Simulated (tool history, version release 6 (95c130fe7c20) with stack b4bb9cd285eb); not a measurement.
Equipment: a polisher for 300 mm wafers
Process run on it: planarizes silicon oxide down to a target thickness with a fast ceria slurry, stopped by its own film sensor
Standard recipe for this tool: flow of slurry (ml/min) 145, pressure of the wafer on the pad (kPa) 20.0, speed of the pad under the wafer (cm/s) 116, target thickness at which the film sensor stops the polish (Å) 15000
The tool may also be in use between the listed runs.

| run | hour | flow of slurry (ml/min) | pressure of the wafer on the pad (kPa) | speed of the pad under the wafer (cm/s) | target thickness at which the film sensor stops the polish (Å) | incoming thickness of the incoming film, nm | time until the film sensor stopped the polish (s) |
|---|---|---|---|---|---|---|---|
| 1 | 0.0 | 145 | 20.0 | 116 | 15000 | 2914.7 | 82.7 |
| 2 | 88.7 | 145 | 20.0 | 116 | 15000 | 2894.2 | 80.9 |
|  | 138.1 | slurry nozzle cleaned |
| 3 | 183.3 | 145 | 20.0 | 116 | 15000 | 2866.5 | 82.8 |
| 4 | 275.0 | 145 | 20.0 | 116 | 15000 | 2906.9 | 87.2 |
| 5 | 380.3 | 145 | 20.0 | 116 | 15000 | 2876.8 | 93.2 |
|  | 412.5 | worn pad replaced by a new one |
| 6 | 444.1 | 145 | 20.0 | 116 | 15000 | 2874.7 | 75.5 |
| 7 | 547.6 | 145 | 20.0 | 116 | 15000 | 2869.6 | 75.7 |
| 8 | 594.6 | 145 | 20.0 | 116 | 13100 | 2955.1 | 92.3 |
| 9 | 647.1 | 145 | 20.0 | 116 | 13100 | 2864.0 | 90.6 |
| 10 | 715.9 | 145 | 20.0 | 102 | 15000 | 2888.3 | 91.0 |
| 11 | 759.4 | 145 | 20.0 | 116 | 15000 | 2888.8 | 81.7 |
|  | 763.3 | slurry nozzle cleaned |
|  | 800.4 | head pressure recalibrated |
| 12 | 831.0 | 145 | 20.0 | 116 | 15000 | 2946.5 | 84.5 |
| 13 | 878.1 | 145 | 15.2 | 116 | 15000 | 2899.1 | 111.4 |
| 14 | 943.4 | 145 | 15.2 | 116 | 15000 | 2892.5 | 115.5 |
|  | 1019.7 | worn pad replaced by a new one |
| 15 | 1039.2 | 145 | 15.2 | 116 | 15000 | 2878.2 | 101.0 |
| 16 | 1098.8 | 145 | 20.0 | 116 | 15000 | 2893.4 | 79.2 |
| 17 | 1251.9 | 145 | 20.0 | 116 | 15000 | 2928.9 | 80.3 |
| 18 | 1315.2 | 145 | 20.0 | 116 | 15000 | 2908.7 | 81.3 |
|  | 1376.8 | slurry nozzle cleaned |
| 19 | 1379.3 | 145 | 13.8 | 116 | 18740 | 2854.5 | 84.2 |
| 20 | 1461.0 | 145 | 20.0 | 116 | 15000 | 2916.4 | 84.6 |
|  | 1520.1 | head pressure recalibrated |
|  | 1604.2 | worn pad replaced by a new one |
| 21 | 1691.9 | 195 | 20.0 | 116 | 15000 | 2906.2 | 75.4 |
| 22 | 1763.6 | 105 | 20.0 | 136 | 10850 | 2849.4 | 93.8 |
| 23 | 1845.0 | 145 | 16.5 | 82 | 15000 | 2890.5 | 141.5 |
| 24 | 1940.9 | 100 | 17.2 | 116 | 15000 | 2868.6 | 101.9 |
| 25 | 1980.9 | 110 | 20.0 | 140 | 15000 | 2914.4 | 72.4 |
|  | 2004.7 | slurry nozzle cleaned |
| 26 | 2086.6 | 145 | 20.0 | 116 | 15000 | 2906.2 | 87.9 |
|  | 2123.5 | worn pad replaced by a new one |
| 27 | 2192.3 | 175 | 22.1 | 94 | 18560 | 2895.7 | 61.1 |
| 28 | 2235.1 | 145 | 17.2 | 116 | 15000 | 2948.1 | 95.9 |
| 29 | 2324.2 | 145 | 20.0 | 116 | 15000 | 2911.4 | 78.6 |
| 30 | 2377.3 | 165 | 24.8 | 116 | 15000 | 2854.5 | 61.8 |
|  | 2408.2 | head pressure recalibrated |
| 31 | 2442.2 | 180 | 20.0 | 84 | 18010 | 2904.2 | 86.0 |
|  | 2508.4 | slurry nozzle cleaned |
| 32 | 2528.8 | 100 | 20.0 | 86 | 19710 | 2876.5 | 80.1 |
| 33 | 2582.1 | 145 | 20.0 | 140 | 17590 | 2866.1 | 56.2 |
| 34 | 2633.6 | 115 | 20.0 | 106 | 15000 | 2922.4 | 102.9 |
| 35 | 2718.4 | 145 | 20.0 | 116 | 15000 | 2850.3 | 86.2 |

5 ways to go on from here, each from the tool as it stands after run 35. What would each give?
| A | 2718.8 | 145 | 20.0 | 116 | 15000 | 2859.4 | ? |
| B | 2718.8 | 190 | 20.0 | 116 | 15000 | 2859.4 | ? |
| C | 2718.8 | 190 | 20.0 | 86 | 13550 | 2859.4 | ? |
| D | 2718.8 | 145 | 22.1 | 116 | 15000 | 2859.4 | ? |
| E | 2718.8 | 105 | 26.9 | 94 | 10630 | 2859.4 | ? |

| run | time until the film sensor stopped the polish (s) |
|---|---|
| A | 86.9 |
| B | 83.0 |
| C | 123.9 |
| D | 78.7 |
| E | 113.5 |
With no hidden state in the tool, these same runs would have given:
| run | time until the film sensor stopped the polish (s) |
|---|---|
| A | 74.2 |
| B | 70.9 |
| C | 105.9 |
| D | 67.2 |
| E | 97.0 |

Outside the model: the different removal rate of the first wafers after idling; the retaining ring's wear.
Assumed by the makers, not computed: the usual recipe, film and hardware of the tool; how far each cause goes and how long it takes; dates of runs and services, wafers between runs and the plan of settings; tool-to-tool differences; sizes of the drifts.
